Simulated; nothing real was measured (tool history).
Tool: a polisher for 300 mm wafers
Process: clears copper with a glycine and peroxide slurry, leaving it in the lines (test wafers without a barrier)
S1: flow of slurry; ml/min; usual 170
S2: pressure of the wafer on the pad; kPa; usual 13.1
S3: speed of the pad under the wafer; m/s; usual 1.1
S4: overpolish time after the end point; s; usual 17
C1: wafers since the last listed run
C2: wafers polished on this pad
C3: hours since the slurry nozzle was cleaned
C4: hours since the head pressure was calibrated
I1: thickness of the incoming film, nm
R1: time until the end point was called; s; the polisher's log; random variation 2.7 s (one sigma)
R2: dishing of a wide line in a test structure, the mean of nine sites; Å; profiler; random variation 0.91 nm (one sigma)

run 1 day=0 | S1=170 S2=13.1 S3=1.1 S4=17 | C1=0 C2=4455 C3=143.8 C4=4.8 | I1=683.7 | R1=190.8 R2=386
-- day=0.538 worn pad replaced by a new one
run 2 day=2.129 | S1=215 S2=13.1 S3=1.1 S4=17 | C1=358 C2=290 C3=194.9 C4=55.9 | I1=682.1 | R1=165 R2=433
run 3 day=12.875 | S1=215 S2=13.1 S3=1.1 S4=17 | C1=1961 C2=2251 C3=452.8 C4=313.8 | I1=679.4 | R1=173.5 R2=422
run 4 day=16.542 | S1=215 S2=13.1 S3=1.1 S4=17 | C1=669 C2=2921 C3=540.8 C4=401.8 | I1=676 | R1=171 R2=414
run 5 day=20.05 | S1=170 S2=13.1 S3=1.1 S4=12 | C1=640 C2=3561 C3=625 C4=486 | I1=680.3 | R1=178.7 R2=303
run 6 day=22.833 | S1=170 S2=13.1 S3=1.1 S4=12 | C1=507 C2=4069 C3=691.8 C4=552.8 | I1=691.4 | R1=183.9 R2=301
-- day=26.775 slurry nozzle cleaned
run 7 day=27.05 | S1=170 S2=13.1 S3=1.1 S4=17 | C1=761 C2=4831 C3=6.6 C4=654 | I1=687.8 | R1=189.6 R2=384
-- day=28.229 worn pad replaced by a new one
run 8 day=30.138 | S1=170 S2=13.1 S3=1.1 S4=17 | C1=533 C2=348 C3=80.7 C4=728.1 | I1=689.6 | R1=166.3 R2=431
run 9 day=33.825 | S1=170 S2=13.1 S3=1.1 S4=17 | C1=672 C2=1021 C3=169.2 C4=816.6 | I1=683.1 | R1=171.5 R2=434
run 10 day=37.867 | S1=170 S2=13.1 S3=1.1 S4=17 | C1=737 C2=1758 C3=266.2 C4=913.6 | I1=675.7 | R1=176.9 R2=424
run 11 day=42.346 | S1=170 S2=13.1 S3=1.1 S4=17 | C1=817 C2=2576 C3=373.7 C4=1021.1 | I1=683.2 | R1=180.3 R2=405
run 12 day=44.788 | S1=170 S2=13.1 S3=1.38 S4=17 | C1=445 C2=3021 C3=432.3 C4=1079.7 | I1=670.7 | R1=146.6 R2=457
run 13 day=48.129 | S1=170 S2=13.1 S3=1.38 S4=17 | C1=609 C2=3631 C3=512.5 C4=1159.9 | I1=672.8 | R1=151.8 R2=454
-- day=48.692 head pressure recalibrated
run 14 day=51.771 | S1=170 S2=13.1 S3=1.38 S4=17 | C1=649 C2=4281 C3=599.9 C4=73.9 | I1=680.5 | R1=153.1 R2=459
-- day=52.317 worn pad replaced by a new one
run 15 day=53.658 | S1=170 S2=13.1 S3=1.1 S4=17 | C1=314 C2=245 C3=645.2 C4=119.2 | I1=667.8 | R1=162.8 R2=438
run 16 day=56.962 | S1=170 S2=13.1 S3=1.1 S4=17 | C1=603 C2=848 C3=724.5 C4=198.5 | I1=679.5 | R1=170.4 R2=431
-- day=58.042 slurry nozzle cleaned
run 17 day=58.871 | S1=170 S2=13.1 S3=0.76 S4=24 | C1=340 C2=1188 C3=19.9 C4=244.3 | I1=675.7 | R1=215.1 R2=476
run 18 day=61.171 | S1=170 S2=13.1 S3=1.1 S4=17 | C1=419 C2=1608 C3=75.1 C4=299.5 | I1=670.5 | R1=165 R2=415
run 19 day=71.671 | S1=170 S2=17.2 S3=0.86 S4=25 | C1=1916 C2=3524 C3=327.1 C4=551.5 | I1=679.1 | R1=195.2 R2=530
-- day=74.496 worn pad replaced by a new one
run 20 day=74.842 | S1=170 S2=13.1 S3=1.1 S4=17 | C1=548 C2=63 C3=403.2 C4=627.6 | I1=682.1 | R1=161.3 R2=437
run 21 day=77.462 | S1=170 S2=9 S3=1.1 S4=7 | C1=478 C2=541 C3=466.1 C4=690.5 | I1=679.5 | R1=189.9 R2=182
run 22 day=88.304 | S1=190 S2=13.1 S3=1.1 S4=17 | C1=1978 C2=2520 C3=726.3 C4=950.7 | I1=684.3 | R1=177.1 R2=414
-- day=91.171 head pressure recalibrated
run 23 day=92.462 | S1=170 S2=13.1 S3=1.1 S4=17 | C1=743 C2=3264 C3=826.1 C4=31 | I1=676.5 | R1=174 R2=391
-- day=94.4 slurry nozzle cleaned
run 24 day=96.842 | S1=170 S2=13.1 S3=1.1 S4=17 | C1=791 C2=4055 C3=58.6 C4=136.1 | I1=674.6 | R1=181.5 R2=397
-- day=98.858 worn pad replaced by a new one
run 25 day=100.429 | S1=170 S2=13.1 S3=1.1 S4=12 | C1=624 C2=286 C3=144.7 C4=222.2 | I1=674.1 | R1=168.8 R2=333
run 26 day=103.192 | S1=130 S2=13.1 S3=0.78 S4=17 | C1=504 C2=790 C3=211 C4=288.5 | I1=678.9 | R1=221.2 R2=340
run 27 day=106.45 | S1=125 S2=9.7 S3=1.1 S4=22 | C1=594 C2=1385 C3=289.2 C4=366.7 | I1=669.8 | R1=196.7 R2=446
run 28 day=110.267 | S1=210 S2=13.1 S3=1.4 S4=17 | C1=696 C2=2082 C3=380.8 C4=458.3 | I1=680.3 | R1=145.2 R2=464
run 29 day=114.746 | S1=200 S2=15.2 S3=0.76 S4=7 | C1=817 C2=2899 C3=488.3 C4=565.8 | I1=679 | R1=208.6 R2=169
run 30 day=116.546 | S1=170 S2=15.9 S3=0.9 S4=17 | C1=328 C2=3228 C3=531.5 C4=609 | I1=689 | R1=192.1 R2=379
run 31 day=118.283 | S1=170 S2=17.2 S3=1.1 S4=17 | C1=317 C2=3545 C3=573.2 C4=650.7 | I1=689.3 | R1=154.4 R2=447
run 32 day=122.462 | S1=170 S2=13.1 S3=1.1 S4=21 | C1=762 C2=4307 C3=673.5 C4=751 | I1=673.5 | R1=184.8 R2=465

Some steps in R1 between neighbouring runs. How much of each would the tool show without its hidden state too (settings, what came in, random variation), and how much is left for the hidden state, with any gauge scatter that isn't in both results?
The hidden state here: removal rate lost through wear of the pad, %; slurry flow missing at the pad, %; deviation of the head's pressure from its setpoint, %.
Run 1 -> 2: S1 170 -> 215, worn pad replaced by a new one. R1 -25.8 s: hidden state -19.1, all else -6.7.
Run 7 -> 8: worn pad replaced by a new one. R1 -23.3 s: hidden state -24.7, all else +1.4.
Run 19 -> 20: S2 17.2 -> 13.1, S3 0.86 -> 1.1, S4 25 -> 17, worn pad replaced by a new one. R1 -33.9 s: hidden state -17.2, all else -16.7.
Run 25 -> 26: S1 170 -> 130, S3 1.1 -> 0.78, S4 12 -> 17. R1 +52.4 s: hidden state +4.1, all else +48.3.
Run 27 -> 28: S1 125 -> 210, S2 9.7 -> 13.1, S3 1.1 -> 1.4, S4 22 -> 17. R1 -51.5 s: hidden state +0, all else -51.5.
Run 28 -> 29: S1 210 -> 200, S2 13.1 -> 15.2, S3 1.4 -> 0.76, S4 17 -> 7. R1 +63.4 s: hidden state +8.8, all else +54.6.
